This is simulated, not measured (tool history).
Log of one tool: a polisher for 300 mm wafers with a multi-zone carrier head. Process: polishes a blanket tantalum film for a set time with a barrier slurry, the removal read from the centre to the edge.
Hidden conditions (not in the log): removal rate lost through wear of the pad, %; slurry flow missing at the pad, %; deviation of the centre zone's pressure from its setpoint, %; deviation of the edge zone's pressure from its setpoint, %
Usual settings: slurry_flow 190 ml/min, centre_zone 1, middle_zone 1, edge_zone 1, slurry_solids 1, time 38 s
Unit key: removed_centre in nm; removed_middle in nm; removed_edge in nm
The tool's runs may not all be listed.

run	hour	slurry_flow	centre_zone	middle_zone	edge_zone	slurry_solids	time	wafers since the last listed run	wafers polished on this pad	hours since the slurry nozzle was cleaned	hours since the centre zone pressure was calibrated	hours since the edge zone pressure was calibrated	hours since the carrier head's membrane was replaced	incoming thickness of the incoming film, nm	removed_centre	removed_middle	removed_edge
1	0	190	1	1	0.95	1	38	0	706	47.8	1162.2	322.4	89.7	250.7	47.4	48.3	47.4
2	9.3	190	1	1	0.89	1	38	156	862	57.1	1171.5	331.7	99	253.2	47.8	48.5	44.8
3	19.5	190	1	1	1	0.7	38	171	1033	67.3	1181.7	341.9	109.2	249.6	41.7	41.5	41.3
# hour 25: centre zone pressure recalibrated
4	37.5	190	1	1.1	1	1	31	268	1302	85.3	12.5	359.9	127.2	248.5	38.5	42.6	38.4
5	47.3	190	1.09	0.94	1	1	30	164	1467	95.1	22.3	369.7	137	252.1	40.8	35.3	37.4
6	55.4	190	1	1	1.12	1	38	136	1603	103.2	30.4	377.8	145.1	250.4	47.1	47.2	49.1
7	65.6	190	1	1	0.93	1	38	171	1774	113.4	40.6	388	155.3	253.8	46.7	47.8	44.7
8	73.8	140	0.89	1	1	1.25	42	137	1912	121.6	48.8	396.2	163.5	246.5	47.6	54	53.4
# hour 87.4: worn pad replaced by a new one
# hour 96.8: edge zone pressure recalibrated
9	127.8	145	1	1	1.09	0.85	28	806	645	175.6	102.8	31	217.5	249.9	33.3	33.9	34.5
10	137.1	220	0.9	1.06	0.95	1	38	156	801	184.9	112.1	40.3	226.8	247.1	44.3	52.2	46.8
11	147.2	240	1	0.93	1	1.15	29	169	971	195	122.2	50.4	236.9	245.8	39	36.2	39.1
12	161.6	190	0.9	1	1.06	1	48	241	1213	209.4	136.6	64.8	251.3	246.4	55	59.9	62.6
13	178.2	190	1.04	1.09	1	1.2	38	278	1492	226	153.2	81.4	267.9	253.3	51.5	54.1	49.8
14	195.7	190	1.11	1	1	1	38	294	1786	243.5	170.7	98.9	285.4	249.8	52.2	46.7	46.3
# hour 208.3: worn pad replaced by a new one
15	212.3	190	1	1	1	1	38	211	67	260.1	187.3	115.5	302	246.7	49.7	49.4	49.2
16	223.5	210	1.07	1	1	1	47	188	256	271.3	198.5	126.7	313.2	250.8	65.5	60.8	61
17	236	135	1.09	1	1	0.75	38	210	466	283.8	211	139.2	325.7	250.2	46.8	42.5	42.8
18	253.5	190	1	1	1	1	38	294	760	301.3	228.5	156.7	343.2	249.6	48.2	49	48.1
19	264.1	210	1.06	1.07	1	1	32	178	938	311.9	239.1	167.3	353.8	249.2	43.1	42.7	40.8
# hour 277.4: slurry nozzle cleaned
20	279.5	190	1	1	1	1	38	241	1180	2.1	254.5	182.7	369.2	249.9	47.4	47.6	47.6
21	296.2	190	1	1	1	1	38	280	1461	18.8	271.2	199.4	385.9	248.6	47.7	48.1	47.4
22	311.4	175	1.08	1.1	1	1	42	255	1716	34	286.4	214.6	401.1	248.2	54.8	56.3	51.4

Each row is a separate what-if for the run after 22, all from the same tool condition, not one after another. Results?
A	311.8	190	1	1	1	1	38	6	1723	34.4	286.8	215	401.5	246.8	?	?	?
B	311.8	220	1	0.89	1	1	38	6	1723	34.4	286.8	215	401.5	246.8	?	?	?
C	311.8	190	1	1	1	0.85	38	6	1723	34.4	286.8	215	401.5	246.8	?	?	?
D	311.8	225	0.95	1	1	1.25	41	6	1723	34.4	286.8	215	401.5	246.8	?	?	?

run	removed_centre	removed_middle	removed_edge
A	46.8	46.7	47
B	47.4	42.8	47.4
C	44.2	44	44.3
D	52	54.6	54.7
Stripped of hidden state, with their random variation kept, the same runs would have yielded:
run	removed_centre	removed_middle	removed_edge
A	49.6	49.5	49.8
B	50.2	45.4	50.3
C	46.8	46.7	47
D	55.1	57.8	58
